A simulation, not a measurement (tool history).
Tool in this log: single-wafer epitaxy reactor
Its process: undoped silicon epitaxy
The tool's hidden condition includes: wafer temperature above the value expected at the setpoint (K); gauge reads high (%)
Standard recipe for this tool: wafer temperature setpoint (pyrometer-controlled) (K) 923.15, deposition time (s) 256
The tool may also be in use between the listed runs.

run   hour  wafer temperature setpoint (pyrometer-controlled) (K)  deposition time (s)  wafers since the last listed run  hours since the last pyrometer calibration  hours since the gauge calibration  read-back reference wafer on the same gauge, thickness_nm  mean film thickness on the monitor wafer (angstrom)
  1    0.0                                                 923.15                  256                                 0                                      1662.1                              223.7                                                     36.720                                               484.35
  2  106.9                                                 923.15                  256                               634                                      1769.0                              330.6                                                     36.672                                               484.98
  3  122.9                                                 923.15                  256                                94                                      1785.0                              346.6                                                     36.685                                               484.82
  4  169.0                                                 923.15                  256                               273                                      1831.1                              392.7                                                     36.720                                               484.17
  5  188.8                                                 933.15                  224                               117                                      1850.9                              412.5                                                     36.700                                               543.59
  6  214.7                                                 933.15                  224                               153                                      1876.8                              438.4                                                     36.648                                               541.14
  7  245.0                                                 933.15                  224                               179                                      1907.1                              468.7                                                     36.672                                               541.10
  8  278.4                                                 923.15                  238                               198                                      1940.5                              502.1                                                     36.706                                               454.01
  9  308.5                                                 923.15                  238                               178                                      1970.6                              532.2                                                     36.658                                               455.63
 10  321.2                                                 923.15                  256                                75                                      1983.3                              544.9                                                     36.691                                               491.88
 11  338.3                                                 911.15                  256                               101                                      2000.4                              562.0                                                     36.658                                               361.76
     346.9  -- gauge calibrated
 12  350.7                                                 911.15                  256                                73                                      2012.8                                3.8                                                     36.678                                               363.90
 13  383.5                                                 927.15                  291                               194                                      2045.6                               36.6                                                     36.719                                               614.43
 14  417.9                                                 914.15                  276                               204                                      2080.0                               71.0                                                     36.699                                               421.78
 15  432.7                                                 931.15                  290                                87                                      2094.8                               85.8                                                     36.698                                               679.00

Forecast run 16:
 16  468.3                                                 911.15                  227                               211                                      2130.4                              121.4                                                          ?                                                    ?

{"run 16": {"read-back reference wafer on the same gauge, thickness_nm": 36.685, "mean film thickness on the monitor wafer (angstrom)": 324.14}}
Take away the tool's hidden state, keep the run-to-run variation as it was, and the same run would have given mean film thickness on the monitor wafer (angstrom) 287.36.
